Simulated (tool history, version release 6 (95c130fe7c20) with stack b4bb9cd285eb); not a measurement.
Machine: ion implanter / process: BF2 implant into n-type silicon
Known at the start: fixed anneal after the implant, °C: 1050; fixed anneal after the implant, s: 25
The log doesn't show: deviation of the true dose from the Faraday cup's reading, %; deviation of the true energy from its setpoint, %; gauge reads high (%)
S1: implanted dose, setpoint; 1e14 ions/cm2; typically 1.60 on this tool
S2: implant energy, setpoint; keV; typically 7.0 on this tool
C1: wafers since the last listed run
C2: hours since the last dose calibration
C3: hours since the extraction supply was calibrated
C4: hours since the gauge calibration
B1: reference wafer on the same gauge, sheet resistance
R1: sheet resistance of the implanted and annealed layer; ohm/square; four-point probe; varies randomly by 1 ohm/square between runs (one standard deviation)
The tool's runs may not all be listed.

run	hour	S1	S2	C1	C2	C3	C4	B1	R1
1	0.0	1.73	8.0	0	2166.6	4480.9	350.5	785.12	592.53
2	43.2	1.73	8.0	882	2209.8	4524.1	393.7	784.84	591.43
3	99.4	1.60	7.0	1148	2266.0	4580.3	449.9	784.99	641.94
4	191.5	1.60	7.0	1882	2358.1	4672.4	542.0	785.22	641.25
5	241.7	1.60	7.0	1026	2408.3	4722.6	592.2	785.19	639.12
6	296.9	1.60	7.0	1128	2463.5	4777.8	647.4	785.17	641.04
# hour 334.1: Faraday cup replaced and dose calibrated
7	503.7	1.60	7.0	4063	169.6	4984.6	854.2	784.98	661.28
# hour 544.0: gauge calibrated
# hour 635.2: extraction supply calibrated
8	640.6	1.46	7.0	2634	306.5	5.4	96.6	785.03	712.26
9	699.0	1.46	7.0	1193	364.9	63.8	155.0	784.87	713.48
10	735.9	1.88	8.5	754	401.8	100.7	191.9	785.06	559.40
11	788.9	1.94	7.0	1083	454.8	153.7	244.9	785.35	555.15
12	834.4	1.60	9.0	929	500.3	199.2	290.4	784.86	638.17
13	898.0	1.60	7.0	1299	563.9	262.8	354.0	784.51	655.55
14	931.3	1.96	5.5	680	597.2	296.1	387.3	785.32	568.22
15	977.6	1.73	8.0	946	643.5	342.4	433.6	784.67	602.57
16	1002.1	1.60	7.0	500	668.0	366.9	458.1	785.47	655.20
17	1030.0	2.04	8.0	570	695.9	394.8	486.0	784.51	521.72
18	1063.5	2.03	8.5	684	729.4	428.3	519.5	784.71	520.00

Below are 5 alternative next runs, each starting from the tool's condition after run 18. Predict each:
A	1063.9	1.60	6.0	8	729.8	428.7	519.9	?	?
B	1063.9	1.78	6.5	8	729.8	428.7	519.9	?	?
C	1063.9	1.33	9.0	8	729.8	428.7	519.9	?	?
D	1063.9	1.47	8.0	8	729.8	428.7	519.9	?	?
E	1063.9	1.80	8.0	8	729.8	428.7	519.9	?	?

run	B1	R1
A	784.62	666.75
B	784.62	601.35
C	784.62	746.77
D	784.62	693.26
E	784.62	581.00
What these runs would have given with no unlogged condition in the tool:
run	R1
A	677.27
B	610.80
C	758.52
D	704.23
E	590.16
